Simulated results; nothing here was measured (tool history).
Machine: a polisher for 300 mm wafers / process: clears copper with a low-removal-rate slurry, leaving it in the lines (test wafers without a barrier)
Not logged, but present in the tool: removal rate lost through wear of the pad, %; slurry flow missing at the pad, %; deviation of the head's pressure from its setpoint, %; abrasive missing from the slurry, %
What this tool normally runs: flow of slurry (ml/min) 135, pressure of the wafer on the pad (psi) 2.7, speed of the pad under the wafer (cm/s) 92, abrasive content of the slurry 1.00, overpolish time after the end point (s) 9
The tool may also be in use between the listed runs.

run	day	flow of slurry (ml/min)	pressure of the wafer on the pad (psi)	speed of the pad under the wafer (cm/s)	abrasive content of the slurry	overpolish time after the end point (s)	wafers since the last listed run	wafers polished on this pad	hours since the slurry nozzle was cleaned	hours since the head pressure was calibrated	hours since the slurry blender was calibrated	incoming thickness of the incoming film, nm	time until the end point was called (s)	dishing of a wide line in a test structure (angstrom)
1	0.000	135	2.7	92	1.00	9	0	3685	43.2	215.9	672.1	231.0	85.6	188
# day 0.271: slurry blender recalibrated
2	4.462	135	2.7	92	1.00	9	1070	4756	150.3	323.0	100.6	232.1	83.3	185
3	7.362	135	2.7	92	1.00	9	708	5464	219.9	392.6	170.2	228.6	83.0	187
4	9.633	135	2.7	92	1.00	9	555	6020	274.4	447.1	224.7	229.8	83.6	187
5	13.492	135	2.7	92	1.00	9	943	6963	367.0	539.7	317.3	225.8	83.6	184
# day 15.225: worn pad replaced by a new one
6	15.746	135	2.7	92	1.00	9	510	127	421.1	593.8	371.4	228.9	83.2	180
# day 21.046: head pressure recalibrated
7	21.308	155	2.7	92	1.00	9	1339	1467	554.6	6.3	504.9	227.7	80.4	185
8	24.238	135	2.7	92	1.00	9	716	2183	624.9	76.6	575.2	231.3	84.2	185
# day 26.567: slurry nozzle cleaned
9	28.354	135	2.7	92	1.00	9	996	3179	42.9	175.4	674.0	230.0	83.0	183
# day 29.479: slurry blender recalibrated
10	30.529	150	2.7	68	1.20	4	511	3690	95.1	227.6	25.2	229.3	100.5	70
11	33.600	115	2.7	92	1.00	9	750	4441	168.8	301.3	98.9	226.0	84.5	180
12	37.329	135	2.7	92	1.00	9	911	5353	258.3	390.8	188.4	230.5	84.9	182
13	40.396	135	2.7	66	1.00	7	749	6102	331.9	464.4	262.0	229.5	108.4	113
14	43.354	135	3.4	92	0.70	7	723	6826	402.9	535.4	333.0	229.9	74.9	162
15	47.617	135	2.7	92	1.15	9	1042	7868	505.2	637.7	435.3	233.2	81.8	190
16	49.333	135	2.7	92	1.00	6	419	8287	546.4	678.9	476.5	227.3	81.8	124
# day 49.558: worn pad replaced by a new one
# day 51.062: head pressure recalibrated
17	52.508	135	2.7	66	1.00	7	715	700	622.6	34.7	552.7	231.7	110.5	112
18	55.500	135	2.7	102	1.00	9	731	1431	694.4	106.5	624.5	227.1	74.7	201
# day 55.971: slurry nozzle cleaned
19	57.612	100	1.8	120	0.70	9	506	1938	39.4	157.2	675.2	232.0	99.2	163
20	61.033	135	2.7	92	1.00	9	836	2774	121.5	239.3	757.3	228.9	83.1	184
# day 63.233: slurry blender recalibrated
21	63.254	160	2.7	106	1.00	9	522	3296	174.8	292.6	0.5	231.4	70.5	216
22	71.921	150	2.7	112	0.85	9	2118	5415	382.8	500.6	208.5	231.5	72.2	211
23	74.625	135	2.7	92	1.00	9	661	6076	447.7	565.5	273.4	229.9	83.7	180
24	78.871	150	3.5	110	1.10	9	1037	7114	549.6	667.4	375.3	231.0	58.3	255
25	81.717	135	2.7	92	0.85	6	695	7810	617.9	735.7	443.6	229.8	87.5	128
# day 82.642: head pressure recalibrated
# day 83.854: worn pad replaced by a new one
26	84.079	135	2.7	92	0.80	9	516	54	674.6	34.5	500.3	230.7	86.9	175
27	87.383	135	2.2	120	1.15	6	807	862	753.9	113.8	579.6	230.6	74.9	141
# day 87.979: slurry nozzle cleaned
28	90.600	110	2.7	92	1.00	9	776	1638	62.9	191.0	656.8	232.7	87.5	173

What differs in the tool's unlogged condition from the final listed run ahead of each entry between runs to the first listed run following it?
After run 1, before run 2: slurry blender recalibrated (day 0.271)
  the hidden state is the same at both runs
After run 5, before run 6: worn pad replaced by a new one (day 15.225)
  the hidden state is the same at both runs
After run 6, before run 7: head pressure recalibrated (day 21.046)
  the hidden state is the same at both runs
After run 8, before run 9: slurry nozzle cleaned (day 26.567)
  the hidden state is the same at both runs
After run 9, before run 10: slurry blender recalibrated (day 29.479)
  the hidden state is the same at both runs
After run 16, before run 17: worn pad replaced by a new one (day 49.558); head pressure recalibrated (day 51.062)
  the hidden state is the same at both runs
After run 18, before run 19: slurry nozzle cleaned (day 55.971)
  the hidden state is the same at both runs
After run 20, before run 21: slurry blender recalibrated (day 63.233)
  the hidden state is the same at both runs
After run 25, before run 26: head pressure recalibrated (day 82.642); worn pad replaced by a new one (day 83.854)
  the hidden state is the same at both runs
After run 27, before run 28: slurry nozzle cleaned (day 87.979)
  the hidden state is the same at both runs
